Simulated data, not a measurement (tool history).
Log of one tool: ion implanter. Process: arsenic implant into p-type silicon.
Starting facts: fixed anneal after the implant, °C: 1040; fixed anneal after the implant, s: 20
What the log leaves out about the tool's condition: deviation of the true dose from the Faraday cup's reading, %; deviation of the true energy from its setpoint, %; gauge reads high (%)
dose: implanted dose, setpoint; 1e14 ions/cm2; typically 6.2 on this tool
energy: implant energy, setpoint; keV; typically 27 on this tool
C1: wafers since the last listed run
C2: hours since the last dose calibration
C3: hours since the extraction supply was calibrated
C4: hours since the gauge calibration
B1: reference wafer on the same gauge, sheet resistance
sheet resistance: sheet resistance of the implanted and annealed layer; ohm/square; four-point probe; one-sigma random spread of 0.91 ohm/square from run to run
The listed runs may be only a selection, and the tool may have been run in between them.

{"run": 1, "day": 0.0, "dose": 6.2, "energy": 27, "C1": 0, "C2": 1755.4, "C3": 3628.1, "C4": 307.8, "B1": 140.1, "sheet resistance": 160.09}
{"run": 2, "day": 0.646, "dose": 6.2, "energy": 27, "C1": 475, "C2": 1770.9, "C3": 3643.6, "C4": 323.3, "B1": 139.87, "sheet resistance": 162.21}
{"run": 3, "day": 1.383, "dose": 6.2, "energy": 27, "C1": 542, "C2": 1788.6, "C3": 3661.3, "C4": 341, "B1": 139.91, "sheet resistance": 161.46}
{"run": 4, "day": 1.871, "dose": 6.2, "energy": 27, "C1": 358, "C2": 1800.3, "C3": 3673, "C4": 352.7, "B1": 140.28, "sheet resistance": 163.01}
{"run": 5, "day": 2.133, "dose": 6.2, "energy": 27, "C1": 193, "C2": 1806.6, "C3": 3679.3, "C4": 359, "B1": 139.88, "sheet resistance": 159.88}
{"run": 6, "day": 2.642, "dose": 6.2, "energy": 27, "C1": 374, "C2": 1818.8, "C3": 3691.5, "C4": 371.2, "B1": 140.1, "sheet resistance": 161.7}
{"run": 7, "day": 3.512, "dose": 6.2, "energy": 27, "C1": 641, "C2": 1839.7, "C3": 3712.4, "C4": 392.1, "B1": 139.97, "sheet resistance": 159.69}
{"run": 8, "day": 3.908, "dose": 6.2, "energy": 33.5, "C1": 291, "C2": 1849.2, "C3": 3721.9, "C4": 401.6, "B1": 139.49, "sheet resistance": 157.51}
{"run": 9, "day": 4.475, "dose": 6.2, "energy": 27, "C1": 417, "C2": 1862.8, "C3": 3735.5, "C4": 415.2, "B1": 140, "sheet resistance": 161.99}
{"run": 10, "day": 5.033, "dose": 6.2, "energy": 27, "C1": 411, "C2": 1876.2, "C3": 3748.9, "C4": 428.6, "B1": 139.64, "sheet resistance": 159.32}
{"run": 11, "day": 5.729, "dose": 6.2, "energy": 27, "C1": 512, "C2": 1892.9, "C3": 3765.6, "C4": 445.3, "B1": 139.93, "sheet resistance": 162.22}
{"day": 7.017, "done": "gauge calibrated"}
{"day": 7.8, "done": "Faraday cup replaced and dose calibrated"}
{"run": 12, "day": 7.821, "dose": 6.2, "energy": 27, "C1": 1294, "C2": 0.5, "C3": 3815.8, "C4": 19.3, "B1": 140.09, "sheet resistance": 160.84}
{"run": 13, "day": 8.296, "dose": 6.2, "energy": 27, "C1": 349, "C2": 11.9, "C3": 3827.2, "C4": 30.7, "B1": 139.84, "sheet resistance": 160.8}
{"day": 8.638, "done": "extraction supply calibrated"}
{"run": 14, "day": 8.658, "dose": 6.2, "energy": 27, "C1": 21, "C2": 20.6, "C3": 0.5, "C4": 39.4, "B1": 140.11, "sheet resistance": 159.83}
{"run": 15, "day": 9.246, "dose": 6.2, "energy": 27, "C1": 432, "C2": 34.7, "C3": 14.6, "C4": 53.5, "B1": 140.05, "sheet resistance": 161.01}
{"run": 16, "day": 9.946, "dose": 6.2, "energy": 27, "C1": 515, "C2": 51.5, "C3": 31.4, "C4": 70.3, "B1": 140.35, "sheet resistance": 161.07}
{"run": 17, "day": 11.254, "dose": 6.2, "energy": 27, "C1": 963, "C2": 82.9, "C3": 62.8, "C4": 101.7, "B1": 139.86, "sheet resistance": 161.19}
{"run": 18, "day": 11.767, "dose": 5.49, "energy": 34, "C1": 377, "C2": 95.2, "C3": 75.1, "C4": 114, "B1": 140.01, "sheet resistance": 171.01}
{"run": 19, "day": 12.421, "dose": 7.59, "energy": 30, "C1": 481, "C2": 110.9, "C3": 90.8, "C4": 129.7, "B1": 140.18, "sheet resistance": 136.89}
{"run": 20, "day": 12.988, "dose": 6.2, "energy": 27, "C1": 417, "C2": 124.5, "C3": 104.4, "C4": 143.3, "B1": 139.96, "sheet resistance": 158.81}
{"run": 21, "day": 13.554, "dose": 7.88, "energy": 24, "C1": 417, "C2": 138.1, "C3": 118, "C4": 156.9, "B1": 140.16, "sheet resistance": 136.5}
{"run": 22, "day": 13.85, "dose": 6.2, "energy": 32.5, "C1": 217, "C2": 145.2, "C3": 125.1, "C4": 164, "B1": 139.83, "sheet resistance": 157.07}
{"run": 23, "day": 14.2, "dose": 4.86, "energy": 27, "C1": 257, "C2": 153.6, "C3": 133.5, "C4": 172.4, "B1": 140.24, "sheet resistance": 193.97}
{"run": 24, "day": 14.721, "dose": 4.58, "energy": 32.5, "C1": 383, "C2": 166.1, "C3": 146, "C4": 184.9, "B1": 139.96, "sheet resistance": 195.61}
{"run": 25, "day": 15.167, "dose": 7.69, "energy": 27, "C1": 328, "C2": 176.8, "C3": 156.7, "C4": 195.6, "B1": 139.79, "sheet resistance": 136.96}
{"run": 26, "day": 15.608, "dose": 4.58, "energy": 32.5, "C1": 325, "C2": 187.4, "C3": 167.3, "C4": 206.2, "B1": 139.91, "sheet resistance": 198.28}
{"run": 27, "day": 16.333, "dose": 5.25, "energy": 27, "C1": 533, "C2": 204.8, "C3": 184.7, "C4": 223.6, "B1": 139.69, "sheet resistance": 183.16}
{"run": 28, "day": 16.817, "dose": 6.2, "energy": 27, "C1": 355, "C2": 216.4, "C3": 196.3, "C4": 235.2, "B1": 140.13, "sheet resistance": 161.12}
{"run": 29, "day": 17.371, "dose": 6.2, "energy": 27, "C1": 407, "C2": 229.7, "C3": 209.6, "C4": 248.5, "B1": 140.07, "sheet resistance": 160.3}
{"run": 30, "day": 17.746, "dose": 6.2, "energy": 35, "C1": 276, "C2": 238.7, "C3": 218.6, "C4": 257.5, "B1": 140.16, "sheet resistance": 155.45}
{"run": 31, "day": 18.233, "dose": 6.79, "energy": 20.5, "C1": 358, "C2": 250.4, "C3": 230.3, "C4": 269.2, "B1": 140.02, "sheet resistance": 154.76}
{"run": 32, "day": 18.696, "dose": 6.2, "energy": 27, "C1": 340, "C2": 261.5, "C3": 241.4, "C4": 280.3, "B1": 139.99, "sheet resistance": 159.85}
{"run": 33, "day": 20.654, "dose": 7.83, "energy": 27, "C1": 1441, "C2": 308.5, "C3": 288.4, "C4": 327.3, "B1": 139.91, "sheet resistance": 133.52}
{"run": 34, "day": 22.488, "dose": 7.98, "energy": 18, "C1": 1349, "C2": 352.5, "C3": 332.4, "C4": 371.3, "B1": 140.15, "sheet resistance": 139.24}

State the hidden condition of the tool at each of the runs:
deviation of the true dose from the Faraday cup's reading, %: 0 at every run
deviation of the true energy from its setpoint, %: 0 at every run
gauge reads high (%): 0 at every run

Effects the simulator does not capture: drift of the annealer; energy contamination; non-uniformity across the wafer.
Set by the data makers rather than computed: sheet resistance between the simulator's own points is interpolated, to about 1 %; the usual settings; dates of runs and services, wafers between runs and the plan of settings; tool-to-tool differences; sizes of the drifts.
